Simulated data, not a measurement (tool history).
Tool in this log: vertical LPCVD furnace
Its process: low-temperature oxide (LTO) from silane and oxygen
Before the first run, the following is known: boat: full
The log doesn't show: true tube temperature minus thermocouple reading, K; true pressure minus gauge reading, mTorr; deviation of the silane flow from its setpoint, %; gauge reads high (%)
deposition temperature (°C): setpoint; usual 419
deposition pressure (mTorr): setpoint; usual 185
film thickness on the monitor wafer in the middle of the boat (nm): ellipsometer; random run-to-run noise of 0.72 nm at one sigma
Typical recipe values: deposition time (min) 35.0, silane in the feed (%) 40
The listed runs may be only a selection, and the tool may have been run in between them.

run   hour  deposition temperature (°C)  deposition pressure (mTorr)  deposition time (min)  silane in the feed (%)  wafers since the last listed run  hours since the last temperature calibration  hours since the pressure gauge was zeroed  hours since the silane flow controller was replaced  hours since the gauge calibration  read-back reference wafer on the same gauge, thickness  film thickness on the monitor wafer in the middle of the boat (nm)
  1    0.0                          419                          185                   31.0                      40                                 0                                        2178.1                                     3043.5                                               6734.1                              455.3                                                  306.09                                                              293.13
  2   16.5                          419                          185                   31.0                      40                               362                                        2194.6                                     3060.0                                               6750.6                              471.8                                                  305.94                                                              293.56
  3   25.3                          419                          170                   27.0                      40                               193                                        2203.4                                     3068.8                                               6759.4                              480.6                                                  306.04                                                              236.11
      61.4  -- silane flow controller replaced
  4   61.9                          419                          170                   27.0                      40                               276                                        2240.0                                     3105.4                                                  0.5                              517.2                                                  306.29                                                              235.96
  5   65.4                          419                          170                   27.0                      40                                76                                        2243.5                                     3108.9                                                  4.0                              520.7                                                  306.03                                                              234.89
  6   69.0                          419                          210                   35.0                      48                                79                                        2247.1                                     3112.5                                                  7.6                              524.3                                                  306.08                                                              447.75
  7   73.3                          419                          185                   35.0                      40                                94                                        2251.4                                     3116.8                                                 11.9                              528.6                                                  305.97                                                              331.98
  8   84.4                          409                          160                   35.0                      40                               243                                        2262.5                                     3127.9                                                 23.0                              539.7                                                  305.88                                                              259.71
     109.0  -- thermocouples replaced and temperature profile calibrated
  9  109.5                          419                          185                   31.0                      40                                24                                           0.5                                     3153.0                                                 48.1                              564.8                                                  305.80                                                              292.97
 10  117.7                          424                          185                   49.0                      40                               180                                           8.7                                     3161.2                                                 56.3                              573.0                                                  305.95                                                              490.08
 11  130.9                          419                          200                   35.0                      42                               289                                          21.9                                     3174.4                                                 69.5                              586.2                                                  306.22                                                              376.60
 12  141.6                          428                          155                   35.0                      40                               235                                          32.6                                     3185.1                                                 80.2                              596.9                                                  306.03                                                              306.12
     175.1  -- pressure gauge zeroed
 13  175.6                          412                          185                   35.0                      37                               219                                          66.6                                        0.5                                                114.2                              630.9                                                  305.90                                                              266.82
 14  179.1                          428                          155                   35.0                      40                                76                                          70.1                                        4.0                                                117.7                              634.4                                                  305.97                                                              287.51
 15  182.7                          419                          185                   35.0                      40                                79                                          73.7                                        7.6                                                121.3                              638.0                                                  305.90                                                              313.13
 16  191.9                          419                          145                   31.5                      35                               202                                          82.9                                       16.8                                                130.5                              647.2                                                  306.08                                                              188.11
 17  205.3                          419                          185                   35.0                      40                               294                                          96.3                                       30.2                                                143.9                              660.6                                                  305.80                                                              313.18
 18  211.4                          408                          150                   45.0                      38                               133                                         102.4                                       36.3                                                150.0                              666.7                                                  306.13                                                              275.08
 19  223.8                          419                          165                   35.0                      40                               272                                         114.8                                       48.7                                                162.4                              679.1                                                  305.79                                                              279.58
     230.4  -- gauge calibrated
 20  240.6                          419                          175                   35.0                      40                               369                                         131.6                                       65.5                                                179.2                               10.2                                                  306.09                                                              298.74
 21  286.5                          407                          185                   23.0                      44                              1008                                         177.5                                      111.4                                                225.1                               56.1                                                  306.00                                                              202.78
 22  297.1                          419                          185                   31.0                      40                               232                                         188.1                                      122.0                                                235.7                               66.7                                                  306.13                                                              279.54
 23  311.5                          415                          185                   35.0                      46                               316                                         202.5                                      136.4                                                250.1                               81.1                                                  306.01                                                              350.89
 24  327.0                          411                          210                   35.0                      40                               340                                         218.0                                      151.9                                                265.6                               96.6                                                  306.00                                                              328.91
 25  336.6                          419                          185                   35.0                      40                               210                                         227.6                                      161.5                                                275.2                              106.2                                                  306.21                                                              315.58
 26  345.0                          419                          185                   41.5                      40                               184                                         236.0                                      169.9                                                283.6                              114.6                                                  305.94                                                              375.13
 27  352.9                          419                          225                   35.0                      48                               173                                         243.9                                      177.8                                                291.5                              122.5                                                  306.28                                                              459.26
 28  363.2                          415                          220                   28.0                      36                               226                                         254.2                                      188.1                                                301.8                              132.8                                                  305.93                                                              253.63
 29  375.3                          419                          200                   23.0                      42                               265                                         266.3                                      200.2                                                313.9                              144.9                                                  305.88                                                              236.65
 30  388.1                          419                          185                   35.0                      40                               281                                         279.1                                      213.0                                                326.7                              157.7                                                  305.96                                                              316.23

Branching from run 30: 5 alternative next runs. What would each branch give?
  A  391.7                          423                          185                   35.0                      40                                79                                         282.7                                      216.6                                                330.3                              161.3                                                       ?                                                                   ?
  B  391.7                          419                          170                   43.0                      40                                79                                         282.7                                      216.6                                                330.3                              161.3                                                       ?                                                                   ?
  C  391.7                          419                          185                   40.0                      46                                79                                         282.7                                      216.6                                                330.3                              161.3                                                       ?                                                                   ?
  D  391.7                          419                          185                   35.0                      35                                79                                         282.7                                      216.6                                                330.3                              161.3                                                       ?                                                                   ?
  E  391.7                          419                          220                   35.0                      40                                79                                         282.7                                      216.6                                                330.3                              161.3                                                       ?                                                                   ?

run  read-back reference wafer on the same gauge, thickness  film thickness on the monitor wafer in the middle of the boat (nm)
  A                                                  306.06                                                              329.62
  B                                                  306.06                                                              357.38
  C                                                  306.06                                                              417.49
  D                                                  306.06                                                              269.42
  E                                                  306.06                                                              376.24
Without the tool's hidden state the same runs would have given:
run  film thickness on the monitor wafer in the middle of the boat (nm)
  A                                                              328.89
  B                                                              356.52
  C                                                              416.57
  D                                                              268.82
  E                                                              375.54
